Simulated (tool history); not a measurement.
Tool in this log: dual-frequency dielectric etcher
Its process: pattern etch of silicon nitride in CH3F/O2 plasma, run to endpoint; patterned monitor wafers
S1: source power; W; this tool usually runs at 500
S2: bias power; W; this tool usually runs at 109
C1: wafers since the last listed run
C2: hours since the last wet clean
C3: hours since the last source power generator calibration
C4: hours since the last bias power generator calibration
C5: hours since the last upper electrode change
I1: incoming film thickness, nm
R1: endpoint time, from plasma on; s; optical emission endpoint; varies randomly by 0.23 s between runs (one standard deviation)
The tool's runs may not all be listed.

run 1 hour=0.0 | S1=500 S2=109 | C1=0 C2=283.6 C3=3594.7 C4=1663.4 C5=1842.1 | I1=86.8 | R1=76.1
run 2 hour=32.5 | S1=500 S2=109 | C1=135 C2=316.1 C3=3627.2 C4=1695.9 C5=1874.6 | I1=86.5 | R1=75.8
run 3 hour=62.5 | S1=500 S2=109 | C1=125 C2=346.1 C3=3657.2 C4=1725.9 C5=1904.6 | I1=86.9 | R1=76.2
run 4 hour=76.4 | S1=500 S2=109 | C1=58 C2=360.0 C3=3671.1 C4=1739.8 C5=1918.5 | I1=87.0 | R1=76.2
run 5 hour=104.3 | S1=500 S2=109 | C1=116 C2=387.9 C3=3699.0 C4=1767.7 C5=1946.4 | I1=87.8 | R1=77.4
run 6 hour=154.6 | S1=420 S2=91 | C1=209 C2=438.2 C3=3749.3 C4=1818.0 C5=1996.7 | I1=86.6 | R1=85.0
-- hour=173.9 bias power generator calibrated
run 7 hour=181.3 | S1=420 S2=91 | C1=94 C2=464.9 C3=3776.0 C4=7.4 C5=2023.4 | I1=87.7 | R1=86.2
run 8 hour=194.5 | S1=420 S2=91 | C1=55 C2=478.1 C3=3789.2 C4=20.6 C5=2036.6 | I1=87.7 | R1=86.4
run 9 hour=218.1 | S1=500 S2=109 | C1=98 C2=501.7 C3=3812.8 C4=44.2 C5=2060.2 | I1=86.7 | R1=76.5
-- hour=251.0 upper electrode replaced
run 10 hour=251.5 | S1=500 S2=109 | C1=39 C2=535.1 C3=3846.2 C4=77.6 C5=0.5 | I1=86.2 | R1=75.9
run 11 hour=251.8 | S1=380 S2=119 | C1=1 C2=535.4 C3=3846.5 C4=77.9 C5=0.8 | I1=87.1 | R1=80.5
-- hour=277.7 wet clean of the chamber
run 12 hour=278.2 | S1=600 S2=109 | C1=10 C2=0.5 C3=3872.9 C4=104.3 C5=27.2 | I1=86.9 | R1=71.7
run 13 hour=350.7 | S1=500 S2=109 | C1=302 C2=73.0 C3=3945.4 C4=176.8 C5=99.7 | I1=86.7 | R1=75.6
-- hour=361.3 source power generator calibrated
run 14 hour=373.6 | S1=500 S2=109 | C1=78 C2=95.9 C3=12.3 C4=199.7 C5=122.6 | I1=87.1 | R1=76.2
run 15 hour=394.0 | S1=500 S2=109 | C1=85 C2=116.3 C3=32.7 C4=220.1 C5=143.0 | I1=87.1 | R1=75.9
run 16 hour=407.2 | S1=440 S2=89 | C1=55 C2=129.5 C3=45.9 C4=233.3 C5=156.2 | I1=87.0 | R1=84.2
run 17 hour=435.1 | S1=550 S2=119 | C1=116 C2=157.4 C3=73.8 C4=261.2 C5=184.1 | I1=87.2 | R1=72.2
run 18 hour=449.4 | S1=430 S2=95 | C1=59 C2=171.7 C3=88.1 C4=275.5 C5=198.4 | I1=85.5 | R1=82.0
run 19 hour=467.9 | S1=400 S2=95 | C1=77 C2=190.2 C3=106.6 C4=294.0 C5=216.9 | I1=86.0 | R1=84.2
run 20 hour=489.8 | S1=560 S2=88 | C1=91 C2=212.1 C3=128.5 C4=315.9 C5=238.8 | I1=86.6 | R1=78.5
run 21 hour=522.4 | S1=470 S2=91 | C1=136 C2=244.7 C3=161.1 C4=348.5 C5=271.4 | I1=87.1 | R1=82.8

Predict each of these 5 candidate next runs independently; none follows another, all start after run 21:
run A hour=522.9 | S1=500 S2=98 | C1=2 C2=245.2 C3=161.6 C4=349.0 C5=271.9 | I1=87.6 | R1=?
run B hour=522.9 | S1=410 S2=85 | C1=2 C2=245.2 C3=161.6 C4=349.0 C5=271.9 | I1=87.6 | R1=?
run C hour=522.9 | S1=440 S2=129 | C1=2 C2=245.2 C3=161.6 C4=349.0 C5=271.9 | I1=87.6 | R1=?
run D hour=522.9 | S1=620 S2=109 | C1=2 C2=245.2 C3=161.6 C4=349.0 C5=271.9 | I1=87.6 | R1=?
run E hour=522.9 | S1=500 S2=90 | C1=2 C2=245.2 C3=161.6 C4=349.0 C5=271.9 | I1=87.6 | R1=?

run=A R1=79.5
run=B R1=88.2
run=C R1=75.0
run=D R1=72.0
run=E R1=81.8
Without the tool's unlogged condition, the same runs would have read:
run=A R1=78.8
run=B R1=87.4
run=C R1=74.3
run=D R1=71.4
run=E R1=81.1
